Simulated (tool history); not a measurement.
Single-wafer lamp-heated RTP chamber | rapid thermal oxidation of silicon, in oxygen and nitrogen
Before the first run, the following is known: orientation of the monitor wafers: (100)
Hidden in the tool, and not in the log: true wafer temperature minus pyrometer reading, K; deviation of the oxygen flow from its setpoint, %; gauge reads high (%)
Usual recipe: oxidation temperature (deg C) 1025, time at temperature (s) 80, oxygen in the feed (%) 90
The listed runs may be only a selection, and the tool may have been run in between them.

run   hour  oxidation temperature (deg C)  time at temperature (s)  oxygen in the feed (%)  wafers since the last listed run  wafers since the last pyrometer calibration  hours since the oxygen flow controller was replaced  hours since the gauge calibration  read-back reference wafer on the same gauge, thickness  oxide thickness on the monitor wafer (nm)
  1      0                           1025                       80                      90                                 0                                           87                                               4672.3                             1468.5                                                   7.582                                       7.67
  2   74.5                           1025                       80                      90                               797                                          885                                               4746.8                               1543                                                   7.576                                      7.755
  3  137.9                           1025                       80                      90                               679                                         1564                                               4810.2                             1606.4                                                   7.579                                      7.745
  4  239.9                           1025                       90                      98                              1092                                         2656                                               4912.2                             1708.4                                                   7.573                                      8.487
  5  320.9                           1025                       90                      98                               867                                         3524                                               4993.2                             1789.4                                                   7.583                                      8.497
  6    378                           1025                       90                      98                               611                                         4136                                               5050.3                             1846.5                                                    7.58                                      8.519
     453.6  -- gauge calibrated
  7  466.6                           1025                       80                      90                               948                                         5085                                               5138.9                                 13                                                   7.575                                      7.959
  8  507.7                           1025                       80                      90                               440                                         5525                                                 5180                               54.1                                                   7.578                                      7.934
  9  574.4                           1025                       80                      90                               714                                         6239                                               5246.7                              120.8                                                   7.576                                      7.953
     585.5  -- pyrometer window cleaned and pyrometer calibrated
     665.1  -- oxygen flow controller replaced
 10  705.1                           1042                       80                      90                              1228                                         1194                                                   40                              251.5                                                   7.576                                      9.311
 11  765.3                           1009                       80                      98                               644                                         1839                                                100.2                              311.7                                                   7.575                                      7.709

Run 12 has not been measured yet. What should we expect?
     821.8  -- pyrometer window cleaned and pyrometer calibrated, repeated, since the last time left the tool worse
 12  856.4                           1025                       42                      90                               890                                          370                                                191.3                              402.8                                                       ?                                          ?

read-back reference wafer on the same gauge, thickness: 7.573
oxide thickness on the monitor wafer (nm): 5.754
Were there no unlogged condition in the tool, this run, its random variation unchanged, would have produced oxide thickness on the monitor wafer (nm) 5.712.

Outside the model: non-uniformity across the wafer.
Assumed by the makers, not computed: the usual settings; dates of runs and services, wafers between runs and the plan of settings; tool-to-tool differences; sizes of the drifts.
